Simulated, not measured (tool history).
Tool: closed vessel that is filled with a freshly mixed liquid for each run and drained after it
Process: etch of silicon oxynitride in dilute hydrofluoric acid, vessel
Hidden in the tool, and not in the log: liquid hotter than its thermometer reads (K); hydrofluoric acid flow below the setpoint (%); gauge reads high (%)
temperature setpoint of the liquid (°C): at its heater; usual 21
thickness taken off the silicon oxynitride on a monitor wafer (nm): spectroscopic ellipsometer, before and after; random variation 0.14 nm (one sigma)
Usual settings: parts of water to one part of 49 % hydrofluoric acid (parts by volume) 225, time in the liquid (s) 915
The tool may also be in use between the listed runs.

run	hour	temperature setpoint of the liquid (°C)	parts of water to one part of 49 % hydrofluoric acid (parts by volume)	time in the liquid (s)	wafers since the last listed run	hours since the thermometer was replaced	hours since the hydrofluoric acid flow meter was replaced	hours since the gauge calibration	read-back film thickness of the silicon oxynitride reference wafer, read on the same gauge (nm)	thickness taken off the silicon oxynitride on a monitor wafer (nm)
1	0	18	225	915	0	1238.1	1078.6	449.3	60	13.78
2	71.5	18	225	915	2856	1309.6	1150.1	520.8	60.01	13.86
3	96.6	18	225	915	1002	1334.7	1175.2	545.9	59.98	13.72
4	151.4	24.5	225	915	2189	1389.5	1230	600.7	60.02	18.71
5	212.7	24.5	225	915	2448	1450.8	1291.3	662	60.02	18.46
6	265.2	19.5	225	915	2097	1503.3	1343.8	714.5	60.03	15.01
7	295.8	19.5	225	915	1222	1533.9	1374.4	745.1	59.99	15.19
8	320.9	21	225	915	1002	1559	1399.5	770.2	60.02	15.72
9	364.5	21	225	915	1741	1602.6	1443.1	813.8	60.03	15.89
10	416.7	21	225	915	2085	1654.8	1495.3	866	59.98	16.19
11	452.6	21	225	915	1434	1690.7	1531.2	901.9	59.96	16.27
12	517.5	21	225	400	2592	1755.6	1596.1	966.8	60.03	6.94
13	564.9	21	225	915	1893	1803	1643.5	1014.2	59.97	16.17
14	607.2	21	225	915	1689	1845.3	1685.8	1056.5	60	16.15
15	649.8	21	225	915	1701	1887.9	1728.4	1099.1	60	16.09
16	712	19	225	915	2484	1950.1	1790.6	1161.3	59.96	14.72
# hour 772.3: gauge calibrated
17	779.6	21	225	915	2700	2017.7	1858.2	7.3	59.97	16.2
# hour 901.2: thermometer replaced
18	917.7	17	225	915	5476	16.5	1996.3	145.4	59.99	12.5
# hour 941.8: hydrofluoric acid flow meter replaced
19	986	21	310	450	2688	84.8	44.2	213.7	59.97	5.14
20	1037.4	25	275	1185	2053	136.2	95.6	265.1	60.01	18.07
21	1101.8	25.5	175	1285	2572	200.6	160	329.5	60.03	34.45
22	1141.2	17	225	705	1573	240	199.4	368.9	59.96	9.72
23	1195.2	19.5	225	695	2157	294	253.4	422.9	60.04	10.83

Hidden state or all else? Some run-to-run changes of thickness taken off the silicon oxynitride on a monitor wafer (nm), split into what the settings, what came in and random variation would give without the hidden state, and what is left for the hidden state (with any gauge scatter that isn't in both results):
Run 12 -> 13: time in the liquid (s) 400 -> 915. thickness taken off the silicon oxynitride on a monitor wafer (nm) +9.23: hidden state +0.6, all else +8.63.
Run 17 -> 18: temperature setpoint of the liquid (°C) 21 -> 17, thermometer replaced. thickness taken off the silicon oxynitride on a monitor wafer (nm) -3.7: hidden state -1.12, all else -2.58.
Run 20 -> 21: temperature setpoint of the liquid (°C) 25 -> 25.5, parts of water to one part of 49 % hydrofluoric acid (parts by volume) 275 -> 175, time in the liquid (s) 1185 -> 1285. thickness taken off the silicon oxynitride on a monitor wafer (nm) +16.38: hidden state +0.15, all else +16.23.
Run 21 -> 22: temperature setpoint of the liquid (°C) 25.5 -> 17, parts of water to one part of 49 % hydrofluoric acid (parts by volume) 175 -> 225, time in the liquid (s) 1285 -> 705. thickness taken off the silicon oxynitride on a monitor wafer (nm) -24.73: hidden state -0.15, all else -24.58.

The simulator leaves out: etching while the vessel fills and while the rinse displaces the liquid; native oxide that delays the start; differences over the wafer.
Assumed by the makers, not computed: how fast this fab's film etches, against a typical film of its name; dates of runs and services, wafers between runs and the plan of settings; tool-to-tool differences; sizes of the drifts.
